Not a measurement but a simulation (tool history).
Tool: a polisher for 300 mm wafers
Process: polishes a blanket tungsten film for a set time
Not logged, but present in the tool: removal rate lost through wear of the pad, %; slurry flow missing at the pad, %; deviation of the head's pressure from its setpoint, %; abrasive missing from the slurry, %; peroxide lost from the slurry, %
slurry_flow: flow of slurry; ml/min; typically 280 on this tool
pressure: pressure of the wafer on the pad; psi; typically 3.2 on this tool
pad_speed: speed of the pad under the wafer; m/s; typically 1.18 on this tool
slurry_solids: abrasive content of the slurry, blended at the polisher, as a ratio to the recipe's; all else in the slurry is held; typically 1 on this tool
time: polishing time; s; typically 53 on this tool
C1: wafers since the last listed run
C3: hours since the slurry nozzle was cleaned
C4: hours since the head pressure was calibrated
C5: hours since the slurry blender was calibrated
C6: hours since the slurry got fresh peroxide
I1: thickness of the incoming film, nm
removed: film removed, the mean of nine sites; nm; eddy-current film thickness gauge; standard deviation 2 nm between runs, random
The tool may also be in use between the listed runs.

run 1 hour=0 | slurry_flow=280 pressure=3.2 pad_speed=1.18 slurry_solids=1 time=53 | C1=0 wafers_polished_on_this_pad=308 C3=39.6 C4=476.5 C5=244.1 C6=171.6 | I1=789.9 | removed=276.7
-- hour=16.4 slurry tank refilled with fresh slurry and peroxide
run 2 hour=51.5 | slurry_flow=280 pressure=3.2 pad_speed=1.18 slurry_solids=1 time=53 | C1=288 wafers_polished_on_this_pad=596 C3=91.1 C4=528 C5=295.6 C6=35.1 | I1=786.2 | removed=286.1
-- hour=80.8 slurry blender recalibrated
run 3 hour=115.4 | slurry_flow=280 pressure=3.2 pad_speed=1.18 slurry_solids=1 time=53 | C1=353 wafers_polished_on_this_pad=949 C3=155 C4=591.9 C5=34.6 C6=99 | I1=803.2 | removed=281.1
run 4 hour=156.1 | slurry_flow=360 pressure=3.2 pad_speed=1.06 slurry_solids=1 time=53 | C1=232 wafers_polished_on_this_pad=1181 C3=195.7 C4=632.6 C5=75.3 C6=139.7 | I1=807.1 | removed=255.1
-- hour=196.6 worn pad replaced by a new one
-- hour=203.8 slurry tank refilled with fresh slurry and peroxide
-- hour=313.1 slurry nozzle cleaned
run 5 hour=358.6 | slurry_flow=360 pressure=3.2 pad_speed=1.06 slurry_solids=1 time=53 | C1=1120 wafers_polished_on_this_pad=912 C3=45.5 C4=835.1 C5=277.8 C6=154.8 | I1=801.1 | removed=207.9
-- hour=392.8 slurry blender recalibrated
run 6 hour=418.4 | slurry_flow=360 pressure=3.2 pad_speed=1.06 slurry_solids=1 time=53 | C1=329 wafers_polished_on_this_pad=1242 C3=105.3 C4=894.9 C5=25.6 C6=214.6 | I1=808.1 | removed=203.2
-- hour=447.6 worn pad replaced by a new one
-- hour=453.9 slurry tank refilled with fresh slurry and peroxide, repeated, since the last time left the tool worse
run 7 hour=478.9 | slurry_flow=280 pressure=3.2 pad_speed=1.18 slurry_solids=1 time=53 | C1=316 wafers_polished_on_this_pad=172 C3=165.8 C4=955.4 C5=86.1 C6=25 | I1=791.3 | removed=290.4
run 8 hour=550.8 | slurry_flow=280 pressure=4.3 pad_speed=1.56 slurry_solids=1 time=45 | C1=410 wafers_polished_on_this_pad=583 C3=237.7 C4=1027.3 C5=158 C6=96.9 | I1=801.2 | removed=426.1

What does the tool deliver on the next run?
run 9 hour=604 | slurry_flow=340 pressure=3.6 pad_speed=1.18 slurry_solids=1 time=53 | C1=303 wafers_polished_on_this_pad=886 C3=290.9 C4=1080.5 C5=211.2 C6=150.1 | I1=789.4 | removed=?

Run 9 produced removed 316.8 nm.
Minus the tool's unlogged condition, the same run would have read removed 338.8 nm.
